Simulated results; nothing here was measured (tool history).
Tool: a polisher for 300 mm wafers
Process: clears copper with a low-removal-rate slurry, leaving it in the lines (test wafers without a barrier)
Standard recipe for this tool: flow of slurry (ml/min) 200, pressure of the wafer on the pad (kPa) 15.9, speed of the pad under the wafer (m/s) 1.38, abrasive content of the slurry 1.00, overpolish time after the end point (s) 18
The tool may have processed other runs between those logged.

run	hour	flow of slurry (ml/min)	pressure of the wafer on the pad (kPa)	speed of the pad under the wafer (m/s)	abrasive content of the slurry	overpolish time after the end point (s)	incoming thickness of the incoming film, nm	time until the end point was called (s)	dishing of a wide line in a test structure (angstrom)
1	0.0	200	15.9	1.24	1.00	18	329.8	96.1	442
2	59.7	200	15.9	1.24	1.00	18	326.6	94.4	445
3	115.4	200	15.9	1.38	1.00	15	327.4	88.4	398
4	170.7	200	15.9	1.38	1.00	18	331.8	90.6	470
5	266.8	200	15.9	1.38	1.00	18	326.8	86.1	490
6	325.6	200	15.9	1.38	1.00	18	331.1	87.0	467
7	385.4	200	15.9	1.38	1.00	18	334.3	90.3	464
8	455.0	200	15.9	1.38	1.00	18	332.3	90.7	456
9	546.6	200	15.9	1.38	1.00	18	325.0	86.9	457
10	618.1	200	15.9	1.38	1.00	18	332.0	92.7	444
11	718.7	200	15.9	1.38	1.00	18	332.3	96.4	439
12	801.1	200	15.9	1.38	1.00	18	325.8	95.0	426
13	863.0	200	13.1	1.38	0.90	29	327.5	120.2	529
14	962.5	230	15.9	1.82	1.25	18	327.8	72.6	547
15	1002.0	200	18.6	1.38	1.00	18	330.1	72.2	540
16	1091.0	200	15.9	1.38	1.00	18	329.9	86.2	472
17	1160.6	200	18.6	1.38	1.00	8	323.6	74.2	265
18	1246.4	160	15.9	1.38	1.00	7	326.0	91.9	194
19	1286.9	230	15.9	1.82	1.25	18	336.4	67.6	577
20	1363.4	200	15.9	1.38	1.00	18	331.3	84.5	471
21	1407.2	200	13.1	1.38	0.90	29	329.3	106.3	575
22	1703.4	175	15.9	1.38	1.00	7	324.7	84.8	200
23	1783.7	200	15.9	1.38	1.00	18	323.8	85.5	474
24	1865.5	200	15.9	1.18	1.00	11	328.0	99.0	274

Taken out of this log: 15 entries between the listed runs. Where each belongs, and how the hidden state differs across it:
After run 2, before run 3: worn pad replaced by a new one (hour 107.3)
  abrasive missing from the slurry, %: 16.3 -> 17.1
  the result without the hidden state subtracted from the measured one, time until the end point was called (s): +3.7 -> +3.7; dishing of a wide line in a test structure (angstrom): -16 -> -15
After run 4, before run 5: slurry nozzle cleaned (hour 208.4); slurry blender recalibrated (hour 233.0)
  abrasive missing from the slurry, %: 17.5 -> 5.35
  the result without the hidden state subtracted from the measured one, time until the end point was called (s): +3.9 -> +1.1; dishing of a wide line in a test structure (angstrom): -17 -> -5
After run 8, before run 9: worn pad replaced by a new one (hour 486.6)
  abrasive missing from the slurry, %: 15.6 -> 17.2
  the result without the hidden state subtracted from the measured one, time until the end point was called (s): +3.4 -> +3.7; dishing of a wide line in a test structure (angstrom): -15 -> -17
After run 9, before run 10: slurry blender recalibrated (hour 580.1)
  abrasive missing from the slurry, %: 17.2 -> 33.1
  the result without the hidden state subtracted from the measured one, time until the end point was called (s): +3.7 -> +8.1; dishing of a wide line in a test structure (angstrom): -17 -> -35
After run 10, before run 11: slurry nozzle cleaned (hour 659.0)
  abrasive missing from the slurry, %: 33.1 -> 40
  the result without the hidden state subtracted from the measured one, time until the end point was called (s): +8.1 -> +10.5; dishing of a wide line in a test structure (angstrom): -35 -> -44
After run 13, before run 14: worn pad replaced by a new one (hour 869.2)
  abrasive missing from the slurry, %: 44.1 -> 45.2
  the result without the hidden state subtracted from the measured one, time until the end point was called (s): +14.6 -> +9.5; dishing of a wide line in a test structure (angstrom): -55 -> -63
After run 14, before run 15: slurry blender recalibrated, repeated, since the last time left the tool worse (hour 1001.5)
  abrasive missing from the slurry, %: 45.2 -> 2.26
  the result without the hidden state subtracted from the measured one, time until the end point was called (s): +9.5 -> +0.4; dishing of a wide line in a test structure (angstrom): -63 -> -3
After run 15, before run 16: slurry nozzle cleaned (hour 1077.3)
  abrasive missing from the slurry, %: 2.26 -> 10.6
  the result without the hidden state subtracted from the measured one, time until the end point was called (s): +0.4 -> +2.2; dishing of a wide line in a test structure (angstrom): -3 -> -10
After run 16, before run 17: head pressure recalibrated (hour 1112.5)
  abrasive missing from the slurry, %: 10.6 -> 14.3
  the result without the hidden state subtracted from the measured one, time until the end point was called (s): +2.2 -> +2.5; dishing of a wide line in a test structure (angstrom): -10 -> -8
After run 18, before run 19: worn pad replaced by a new one (hour 1277.9)
  abrasive missing from the slurry, %: 16.8 -> 17.5
  the result without the hidden state subtracted from the measured one, time until the end point was called (s): +3.8 -> +3.0; dishing of a wide line in a test structure (angstrom): -8 -> -20
After run 19, before run 20: slurry blender recalibrated (hour 1350.4)
  abrasive missing from the slurry, %: 17.5 -> 2.01
  the result without the hidden state subtracted from the measured one, time until the end point was called (s): +3.0 -> +0.3; dishing of a wide line in a test structure (angstrom): -20 -> -2
After run 21, before run 22: slurry nozzle cleaned (hour 1496.8); worn pad replaced by a new one (hour 1605.6); slurry blender recalibrated (hour 1699.4)
  abrasive missing from the slurry, %: 6.39 -> 2.38
  the result without the hidden state subtracted from the measured one, time until the end point was called (s): +1.5 -> +0.5; dishing of a wide line in a test structure (angstrom): -6 -> -2
